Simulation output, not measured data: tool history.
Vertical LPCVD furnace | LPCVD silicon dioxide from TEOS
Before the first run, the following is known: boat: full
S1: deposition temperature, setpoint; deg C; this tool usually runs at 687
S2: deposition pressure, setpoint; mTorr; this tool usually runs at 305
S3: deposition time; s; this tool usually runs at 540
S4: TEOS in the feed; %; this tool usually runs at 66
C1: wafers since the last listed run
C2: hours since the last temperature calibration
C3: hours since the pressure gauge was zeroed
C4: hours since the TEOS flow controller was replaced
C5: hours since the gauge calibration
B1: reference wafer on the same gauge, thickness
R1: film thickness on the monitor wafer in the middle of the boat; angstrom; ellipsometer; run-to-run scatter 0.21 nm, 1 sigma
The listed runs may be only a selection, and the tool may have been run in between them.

Run 1, hour 0.0: usual settings but S2 360 mTorr; C1 0; C2 2097.5; C3 987.7; C4 4817.8; C5 414.6; B1 41.60. Result: R1 469.0 angstrom.
Run 2, hour 51.2: usual settings but S2 360 mTorr; C1 877; C2 2148.7; C3 1038.9; C4 4869.0; C5 465.8; B1 41.62. Result: R1 465.5 angstrom.
Run 3, hour 103.4: usual settings; C1 894; C2 2200.9; C3 1091.1; C4 4921.2; C5 518.0; B1 41.62. Result: R1 431.4 angstrom.
Run 4, hour 174.9: usual settings; C1 1225; C2 2272.4; C3 1162.6; C4 4992.7; C5 589.5; B1 41.62. Result: R1 432.4 angstrom.
Run 5, hour 203.0: usual settings; C1 481; C2 2300.5; C3 1190.7; C4 5020.8; C5 617.6; B1 41.61. Result: R1 431.0 angstrom.
Run 6, hour 248.4: usual settings; C1 778; C2 2345.9; C3 1236.1; C4 5066.2; C5 663.0; B1 41.60. Result: R1 431.2 angstrom.
Run 7, hour 287.4: usual settings; C1 668; C2 2384.9; C3 1275.1; C4 5105.2; C5 702.0; B1 41.58. Result: R1 433.9 angstrom.
Run 8, hour 319.2: usual settings; C1 545; C2 2416.7; C3 1306.9; C4 5137.0; C5 733.8; B1 41.61. Result: R1 433.7 angstrom.
Run 9, hour 390.4: usual settings; C1 1220; C2 2487.9; C3 1378.1; C4 5208.2; C5 805.0; B1 41.61. Result: R1 437.2 angstrom.
Run 10, hour 452.3: usual settings but S4 58 %; C1 1061; C2 2549.8; C3 1440.0; C4 5270.1; C5 866.9; B1 41.60. Result: R1 405.4 angstrom.
Run 11, hour 516.3: usual settings but S4 58 %; C1 1097; C2 2613.8; C3 1504.0; C4 5334.1; C5 930.9; B1 41.63. Result: R1 402.5 angstrom.
Run 12, hour 575.9: usual settings but S4 58 %; C1 1021; C2 2673.4; C3 1563.6; C4 5393.7; C5 990.5; B1 41.63. Result: R1 404.9 angstrom.
Run 13, hour 637.3: usual settings but S2 280 mTorr; C1 1052; C2 2734.8; C3 1625.0; C4 5455.1; C5 1051.9; B1 41.60. Result: R1 413.0 angstrom.
At hour 651.2: gauge calibrated.
Run 14, hour 674.6: usual settings but S2 280 mTorr; C1 639; C2 2772.1; C3 1662.3; C4 5492.4; C5 23.4; B1 41.63. Result: R1 413.4 angstrom.
Run 15, hour 703.8: usual settings but S3 750 s; C1 500; C2 2801.3; C3 1691.5; C4 5521.6; C5 52.6; B1 41.58. Result: R1 598.1 angstrom.
Run 16, hour 771.1: usual settings; C1 1153; C2 2868.6; C3 1758.8; C4 5588.9; C5 119.9; B1 41.57. Result: R1 433.5 angstrom.
Run 17, hour 842.4: usual settings but S1 698 deg C, S3 480 s, S4 74 %; C1 1222; C2 2939.9; C3 1830.1; C4 5660.2; C5 191.2; B1 41.64. Result: R1 530.8 angstrom.
Run 18, hour 868.8: usual settings but S4 58 %; C1 452; C2 2966.3; C3 1856.5; C4 5686.6; C5 217.6; B1 41.62. Result: R1 404.1 angstrom.
Run 19, hour 902.5: usual settings but S1 678 deg C, S2 350 mTorr, S3 360 s, S4 72 %; C1 577; C2 3000.0; C3 1890.2; C4 5720.3; C5 251.3; B1 41.62. Result: R1 259.2 angstrom.
Run 20, hour 929.6: usual settings but S2 350 mTorr, S3 480 s; C1 464; C2 3027.1; C3 1917.3; C4 5747.4; C5 278.4; B1 41.59. Result: R1 409.2 angstrom.
At hour 960.3: thermocouples replaced and temperature profile calibrated.
Run 21, hour 960.8: usual settings but S1 680 deg C, S2 335 mTorr, S3 480 s, S4 55 %; C1 123; C2 0.5; C3 1948.5; C4 5778.6; C5 309.6; B1 41.55. Result: R1 311.1 angstrom.
Run 22, hour 1011.5: usual settings but S3 450 s; C1 869; C2 51.2; C3 1999.2; C4 5829.3; C5 360.3; B1 41.61. Result: R1 359.2 angstrom.
At hour 1070.9: TEOS flow controller replaced.
At hour 1074.1: pressure gauge zeroed.
Run 23, hour 1074.6: usual settings but S1 683 deg C, S4 58 %; C1 614; C2 114.3; C3 0.5; C4 3.7; C5 423.4; B1 41.63. Result: R1 368.5 angstrom.
Run 24, hour 1111.3: usual settings; C1 629; C2 151.0; C3 37.2; C4 40.4; C5 460.1; B1 41.60. Result: R1 432.2 angstrom.
Run 25, hour 1172.4: usual settings but S4 56 %; C1 1047; C2 212.1; C3 98.3; C4 101.5; C5 521.2; B1 41.60. Result: R1 396.5 angstrom.
Run 26, hour 1238.2: usual settings but S1 680 deg C; C1 1127; C2 277.9; C3 164.1; C4 167.3; C5 587.0; B1 41.61. Result: R1 363.3 angstrom.
Run 27, hour 1404.1: usual settings; C1 2843; C2 443.8; C3 330.0; C4 333.2; C5 752.9; B1 41.61. Result: R1 430.9 angstrom.
Run 28, hour 1453.9: usual settings but S4 56 %; C1 853; C2 493.6; C3 379.8; C4 383.0; C5 802.7; B1 41.56. Result: R1 398.2 angstrom.

Here are 4 independent what-if runs from the current tool condition. What would each one return?
Run A, hour 1457.5: usual settings but S3 420 s; C1 61; C2 497.2; C3 383.4; C4 386.6; C5 806.3; B1 ?. Result: R1 ?.
Run B, hour 1457.5: usual settings but S4 62 %; C1 61; C2 497.2; C3 383.4; C4 386.6; C5 806.3; B1 ?. Result: R1 ?.
Run C, hour 1457.5: usual settings but S1 698 deg C; C1 61; C2 497.2; C3 383.4; C4 386.6; C5 806.3; B1 ?. Result: R1 ?.
Run D, hour 1457.5: usual settings but S4 60 %; C1 61; C2 497.2; C3 383.4; C4 386.6; C5 806.3; B1 ?. Result: R1 ?.

run     B1     R1
  A  41.59  337.2
  B  41.59  420.2
  C  41.59  562.2
  D  41.59  413.4
What these runs would have given with no unlogged condition in the tool:
run     R1
  A  337.2
  B  420.2
  C  562.2
  D  413.4
